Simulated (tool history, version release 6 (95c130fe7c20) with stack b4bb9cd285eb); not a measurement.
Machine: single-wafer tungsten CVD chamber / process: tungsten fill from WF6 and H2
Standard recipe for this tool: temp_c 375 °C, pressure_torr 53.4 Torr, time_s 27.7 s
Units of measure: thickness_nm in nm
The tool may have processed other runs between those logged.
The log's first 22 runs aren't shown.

| run | day | temp_c | pressure_torr | time_s | wafers since the last listed run | hours since the last thermocouple change | hours since the last manometer calibration | hours since the showerhead was replaced | hours since the gauge calibration | read-back reference wafer on the same gauge, thickness_nm | thickness_nm |
|---|---|---|---|---|---|---|---|---|---|---|---|
| 23 | 13.517 | 383 | 64.2 | 24.8 | 201 | 2554.4 | 86.1 | 106.4 | 227.2 | 64.281 | 82.944 |
|  | 14.575 | thermocouple changed; heater temperature recalibrated |
| 24 | 14.900 | 379 | 58.7 | 25.3 | 441 | 7.8 | 119.3 | 139.6 | 260.4 | 64.284 | 70.088 |
| 25 | 15.504 | 389 | 53.4 | 24.9 | 254 | 22.3 | 133.8 | 154.1 | 274.9 | 64.313 | 83.330 |
| 26 | 16.104 | 379 | 65.4 | 24.2 | 252 | 36.7 | 148.2 | 168.5 | 289.3 | 64.311 | 70.330 |
|  | 16.458 | gauge calibrated |
| 27 | 16.796 | 375 | 60.2 | 25.3 | 291 | 53.3 | 164.8 | 185.1 | 8.1 | 64.315 | 64.765 |
| 28 | 17.512 | 375 | 53.4 | 27.7 | 301 | 70.5 | 182.0 | 202.3 | 25.3 | 64.309 | 67.642 |
| 29 | 18.042 | 375 | 53.4 | 31.4 | 222 | 83.2 | 194.7 | 215.0 | 38.0 | 64.282 | 76.363 |
| 30 | 18.533 | 363 | 49.4 | 27.7 | 206 | 95.0 | 206.5 | 226.8 | 49.8 | 64.277 | 49.126 |
| 31 | 18.946 | 383 | 49.1 | 23.2 | 173 | 104.9 | 216.4 | 236.7 | 59.7 | 64.302 | 66.027 |
| 32 | 19.471 | 368 | 65.4 | 27.7 | 220 | 117.5 | 229.0 | 249.3 | 72.3 | 64.322 | 62.154 |
| 33 | 19.858 | 387 | 42.6 | 29.9 | 163 | 126.8 | 238.3 | 258.6 | 81.6 | 64.293 | 87.964 |

Consider 5 possible next runs. They are alternatives, not a sequence: every one starts from the tool as it was left by run 33. What does each give?
| A | 19.875 | 375 | 64.3 | 27.7 | 7 | 127.2 | 238.7 | 259.0 | 82.0 | ? | ? |
| B | 19.875 | 384 | 42.9 | 27.7 | 7 | 127.2 | 238.7 | 259.0 | 82.0 | ? | ? |
| C | 19.875 | 375 | 66.4 | 27.7 | 7 | 127.2 | 238.7 | 259.0 | 82.0 | ? | ? |
| D | 19.875 | 375 | 62.2 | 27.7 | 7 | 127.2 | 238.7 | 259.0 | 82.0 | ? | ? |
| E | 19.875 | 385 | 53.4 | 30.5 | 7 | 127.2 | 238.7 | 259.0 | 82.0 | ? | ? |

| run | read-back reference wafer on the same gauge, thickness_nm | thickness_nm |
|---|---|---|
| A | 64.314 | 73.335 |
| B | 64.314 | 76.522 |
| C | 64.314 | 74.278 |
| D | 64.314 | 72.373 |
| E | 64.314 | 94.270 |
With the hidden condition removed and each run's random variation left untouched, the same runs would have given:
| run | thickness_nm |
|---|---|
| A | 71.610 |
| B | 74.719 |
| C | 72.531 |
| D | 70.645 |
| E | 92.080 |
